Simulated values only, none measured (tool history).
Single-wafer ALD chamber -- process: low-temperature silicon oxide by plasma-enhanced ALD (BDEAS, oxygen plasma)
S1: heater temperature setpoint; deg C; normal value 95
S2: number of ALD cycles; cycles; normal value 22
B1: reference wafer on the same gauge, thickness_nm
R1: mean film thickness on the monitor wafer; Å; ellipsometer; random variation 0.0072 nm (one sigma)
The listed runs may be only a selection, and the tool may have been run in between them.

{"run": 1, "hour": 0.0, "S1": 95, "S2": 22, "B1": 2.372, "R1": 28.47}
{"run": 2, "hour": 12.1, "S1": 95, "S2": 22, "B1": 2.371, "R1": 28.5}
{"run": 3, "hour": 38.9, "S1": 95, "S2": 22, "B1": 2.369, "R1": 28.39}
{"run": 4, "hour": 51.8, "S1": 95, "S2": 22, "B1": 2.369, "R1": 28.47}
{"run": 5, "hour": 77.3, "S1": 95, "S2": 25, "B1": 2.368, "R1": 32.26}
{"run": 6, "hour": 111.9, "S1": 95, "S2": 25, "B1": 2.366, "R1": 32.12}
{"run": 7, "hour": 135.1, "S1": 95, "S2": 25, "B1": 2.363, "R1": 32.05}
{"run": 8, "hour": 153.6, "S1": 95, "S2": 22, "B1": 2.362, "R1": 28.32}
{"run": 9, "hour": 169.7, "S1": 95, "S2": 22, "B1": 2.36, "R1": 28.29}
{"run": 10, "hour": 185.5, "S1": 84, "S2": 20, "B1": 2.36, "R1": 26.74}
{"run": 11, "hour": 202.4, "S1": 95, "S2": 23, "B1": 2.359, "R1": 29.58}
{"run": 12, "hour": 216.1, "S1": 95, "S2": 23, "B1": 2.361, "R1": 29.52}
{"run": 13, "hour": 245.8, "S1": 95, "S2": 23, "B1": 2.357, "R1": 29.47}
{"run": 14, "hour": 276.2, "S1": 95, "S2": 22, "B1": 2.354, "R1": 28.27}
{"run": 15, "hour": 292.3, "S1": 95, "S2": 22, "B1": 2.354, "R1": 28.22}
{"run": 16, "hour": 317.9, "S1": 95, "S2": 25, "B1": 2.353, "R1": 32.08}
{"run": 17, "hour": 332.8, "S1": 95, "S2": 22, "B1": 2.354, "R1": 28.18}
{"run": 18, "hour": 366.9, "S1": 82, "S2": 19, "B1": 2.352, "R1": 25.52}
{"run": 19, "hour": 399.8, "S1": 100, "S2": 26, "B1": 2.347, "R1": 32.7}
{"run": 20, "hour": 421.1, "S1": 104, "S2": 20, "B1": 2.397, "R1": 25.43}
{"run": 21, "hour": 453.8, "S1": 95, "S2": 22, "B1": 2.396, "R1": 28.69}
{"run": 22, "hour": 485.5, "S1": 81, "S2": 25, "B1": 2.394, "R1": 34.07}
{"run": 23, "hour": 504.2, "S1": 101, "S2": 22, "B1": 2.394, "R1": 28.13}
{"run": 24, "hour": 535.6, "S1": 83, "S2": 21, "B1": 2.391, "R1": 28.53}
{"run": 25, "hour": 558.1, "S1": 82, "S2": 20, "B1": 2.39, "R1": 27.23}
{"run": 26, "hour": 614.6, "S1": 90, "S2": 25, "B1": 2.383, "R1": 33.12}
{"run": 27, "hour": 632.3, "S1": 95, "S2": 22, "B1": 2.384, "R1": 28.6}
{"run": 28, "hour": 647.2, "S1": 108, "S2": 18, "B1": 2.382, "R1": 22.66}
{"run": 29, "hour": 668.2, "S1": 101, "S2": 25, "B1": 2.383, "R1": 31.72}
{"run": 30, "hour": 700.2, "S1": 103, "S2": 19, "B1": 2.381, "R1": 24.11}

Taken out of this log: 2 entries between the listed runs. Where each belongs, and how the hidden state differs across it:
Logged between run 19 and run 20: gauge calibrated (hour 416.2)
  gauge reads high (%): -2.19 -> -0.104
  measured value less the no-hidden-state value, R1: -0.73 -> -0.02 Å
Logged between run 24 and run 25: thermocouple changed; heater temperature recalibrated (hour 557.6)
  gauge reads high (%): -0.402 -> -0.461
  measured value less the no-hidden-state value, R1: -0.11 -> -0.13 Å
